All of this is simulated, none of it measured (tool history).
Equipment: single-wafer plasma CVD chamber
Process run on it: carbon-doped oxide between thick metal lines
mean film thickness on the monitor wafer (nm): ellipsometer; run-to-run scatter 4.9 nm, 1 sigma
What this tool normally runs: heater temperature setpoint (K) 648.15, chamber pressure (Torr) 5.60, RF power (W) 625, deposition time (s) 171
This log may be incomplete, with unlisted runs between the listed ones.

run	hour	heater temperature setpoint (K)	chamber pressure (Torr)	RF power (W)	deposition time (s)	wafers since the last listed run	hours since the last thermocouple change	hours since the last RF generator calibration	hours since the last manometer calibration	hours since the showerhead was replaced	hours since the gauge calibration	read-back reference wafer on the same gauge, thickness_nm	mean film thickness on the monitor wafer (nm)
1	0.0	648.15	4.79	625	171	0	509.1	1008.6	597.4	2911.2	226.4	1030.347	967.094
# hour 189.3: capacitance manometer re-zeroed and calibrated
2	189.8	648.15	4.79	625	171	1806	698.9	1198.4	0.5	3101.0	416.2	1034.196	958.568
3	244.7	648.15	4.79	625	171	545	753.8	1253.3	55.4	3155.9	471.1	1033.842	969.063
4	311.4	648.15	4.75	625	171	662	820.5	1320.0	122.1	3222.6	537.8	1037.155	970.457
5	337.8	648.15	5.60	625	171	262	846.9	1346.4	148.5	3249.0	564.2	1037.605	991.699
6	378.1	648.15	5.60	625	171	400	887.2	1386.7	188.8	3289.3	604.5	1038.899	991.916
7	446.9	648.15	5.60	625	171	683	956.0	1455.5	257.6	3358.1	673.3	1042.049	984.493
# hour 466.2: thermocouple changed; heater temperature recalibrated
8	511.3	648.15	5.60	625	171	560	45.1	1519.9	322.0	3422.5	737.7	1042.262	1003.301
# hour 569.4: showerhead replaced
9	626.5	648.15	5.60	625	171	1065	160.3	1635.1	437.2	57.1	852.9	1050.484	1001.328
10	656.5	648.15	5.60	625	171	298	190.3	1665.1	467.2	87.1	882.9	1052.825	998.550
11	682.5	648.15	5.60	625	171	258	216.3	1691.1	493.2	113.1	908.9	1053.731	999.282
12	713.1	648.15	5.60	625	171	304	246.9	1721.7	523.8	143.7	939.5	1056.582	1005.181
13	773.3	648.15	5.60	625	171	598	307.1	1781.9	584.0	203.9	999.7	1059.528	1007.185
# hour 815.1: RF generator calibrated
14	822.5	648.15	5.60	625	171	409	356.3	7.4	633.2	253.1	1048.9	1061.019	999.118
15	892.7	648.15	5.60	725	171	697	426.5	77.6	703.4	323.3	1119.1	1068.338	1079.907
16	928.3	648.15	5.60	745	148	353	462.1	113.2	739.0	358.9	1154.7	1069.951	958.951
17	969.7	641.15	5.60	585	171	411	503.5	154.6	780.4	400.3	1196.1	1074.426	998.261
18	1040.3	648.15	5.60	625	171	701	574.1	225.2	851.0	470.9	1266.7	1078.386	1018.897
19	1105.4	648.15	4.79	625	171	647	639.2	290.3	916.1	536.0	1331.8	1085.101	1005.779
20	1143.6	648.15	5.60	715	171	379	677.4	328.5	954.3	574.2	1370.0	1085.038	1109.674
# hour 1158.6: capacitance manometer re-zeroed and calibrated
# hour 1190.2: gauge calibrated
21	1215.6	648.15	5.60	625	191	636	749.4	400.5	57.0	646.2	25.4	1026.743	1086.840
22	1239.7	648.15	5.60	515	185	239	773.5	424.6	81.1	670.3	49.5	1026.802	963.400
23	1294.6	648.15	5.60	525	187	545	828.4	479.5	136.0	725.2	104.4	1026.715	983.579
24	1346.5	648.15	5.60	710	171	515	880.3	531.4	187.9	777.1	156.3	1027.908	1038.008
25	1373.7	648.15	5.60	625	171	270	907.5	558.6	215.1	804.3	183.5	1027.762	967.566
26	1425.5	648.15	5.60	625	159	514	959.3	610.4	266.9	856.1	235.3	1029.013	903.803
27	1453.9	642.15	5.60	665	171	282	987.7	638.8	295.3	884.5	263.7	1028.407	1024.499
28	1484.7	634.15	4.33	500	180	306	1018.5	669.6	326.1	915.3	294.5	1030.124	944.523
29	1528.2	648.15	5.60	625	171	432	1062.0	713.1	369.6	958.8	338.0	1030.224	977.911

Alternative continuations, all from the tool just after run 29; predict every row:
A	1528.6	648.15	5.60	625	201	3	1062.4	713.5	370.0	959.2	338.4	?	?
B	1528.6	638.15	5.60	700	171	3	1062.4	713.5	370.0	959.2	338.4	?	?
C	1528.6	639.15	4.56	520	204	3	1062.4	713.5	370.0	959.2	338.4	?	?

run	read-back reference wafer on the same gauge, thickness_nm	mean film thickness on the monitor wafer (nm)
A	1029.549	1150.921
B	1029.549	1051.743
C	1029.549	1076.030
Had the tool no hidden state, the same runs would have come out as:
run	mean film thickness on the monitor wafer (nm)
A	1151.229
B	1052.024
C	1076.318
